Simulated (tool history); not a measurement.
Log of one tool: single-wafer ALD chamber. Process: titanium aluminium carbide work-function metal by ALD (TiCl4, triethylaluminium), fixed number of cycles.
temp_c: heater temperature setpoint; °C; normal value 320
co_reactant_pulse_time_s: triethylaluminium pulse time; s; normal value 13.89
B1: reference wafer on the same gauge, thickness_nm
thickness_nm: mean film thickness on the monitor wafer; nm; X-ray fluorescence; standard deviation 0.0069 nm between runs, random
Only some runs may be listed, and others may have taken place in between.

{"run": 1, "day": 0.0, "temp_c": 331, "co_reactant_pulse_time_s": 13.89, "B1": 1.97, "thickness_nm": 2.237}
{"run": 2, "day": 6.992, "temp_c": 331, "co_reactant_pulse_time_s": 13.89, "B1": 1.97, "thickness_nm": 2.229}
{"run": 3, "day": 8.858, "temp_c": 312, "co_reactant_pulse_time_s": 16.99, "B1": 1.971, "thickness_nm": 2.057}
{"run": 4, "day": 13.058, "temp_c": 320, "co_reactant_pulse_time_s": 15.79, "B1": 1.971, "thickness_nm": 2.128}
{"run": 5, "day": 17.033, "temp_c": 320, "co_reactant_pulse_time_s": 15.79, "B1": 1.969, "thickness_nm": 2.126}
{"day": 18.225, "done": "gauge calibrated"}
{"run": 6, "day": 18.95, "temp_c": 320, "co_reactant_pulse_time_s": 15.79, "B1": 1.97, "thickness_nm": 2.121}
{"day": 22.05, "done": "showerhead replaced"}
{"run": 7, "day": 22.512, "temp_c": 320, "co_reactant_pulse_time_s": 10.54, "B1": 1.97, "thickness_nm": 2.109}
{"run": 8, "day": 24.179, "temp_c": 320, "co_reactant_pulse_time_s": 10.54, "B1": 1.97, "thickness_nm": 2.094}
{"run": 9, "day": 26.346, "temp_c": 308, "co_reactant_pulse_time_s": 12.12, "B1": 1.97, "thickness_nm": 1.987}
{"day": 26.979, "done": "triethylaluminium bottle replaced"}
{"run": 10, "day": 30.3, "temp_c": 309, "co_reactant_pulse_time_s": 16.78, "B1": 1.97, "thickness_nm": 2.014}
{"day": 33.446, "done": "thermocouple changed; heater temperature recalibrated"}
{"run": 11, "day": 34.7, "temp_c": 334, "co_reactant_pulse_time_s": 17.69, "B1": 1.971, "thickness_nm": 2.312}
{"run": 12, "day": 37.379, "temp_c": 313, "co_reactant_pulse_time_s": 9.96, "B1": 1.971, "thickness_nm": 2.07}
{"run": 13, "day": 40.612, "temp_c": 307, "co_reactant_pulse_time_s": 18.24, "B1": 1.968, "thickness_nm": 2.043}
{"day": 43.117, "done": "thermocouple changed; heater temperature recalibrated, repeated, since the last time left the tool worse"}
{"run": 14, "day": 43.938, "temp_c": 327, "co_reactant_pulse_time_s": 8.59, "B1": 1.969, "thickness_nm": 2.114}
{"run": 15, "day": 47.571, "temp_c": 320, "co_reactant_pulse_time_s": 15.79, "B1": 1.971, "thickness_nm": 2.097}
{"run": 16, "day": 50.042, "temp_c": 334, "co_reactant_pulse_time_s": 17.69, "B1": 1.97, "thickness_nm": 2.246}

Measured result minus the same run's result without the hidden state. Both carry the same run-to-run variation, though not necessarily the same gauge scatter:
Hidden conditions of the tool in this case: wafer temperature above the value expected at the setpoint (K); triethylaluminium dose above that of a fresh bottle (%); gauge reads high (%).
run=1 thickness_nm=+0.03
run=2 thickness_nm=+0.031
run=3 thickness_nm=+0.031
run=4 thickness_nm=+0.031
run=5 thickness_nm=+0.032
run=6 thickness_nm=+0.032
run=7 thickness_nm=+0.032
run=8 thickness_nm=+0.031
run=9 thickness_nm=+0.032
run=10 thickness_nm=+0.032
run=11 thickness_nm=+0.067
run=12 thickness_nm=+0.068
run=13 thickness_nm=+0.073
run=14 thickness_nm=+0.006
run=15 thickness_nm=+0.011
run=16 thickness_nm=+0.014
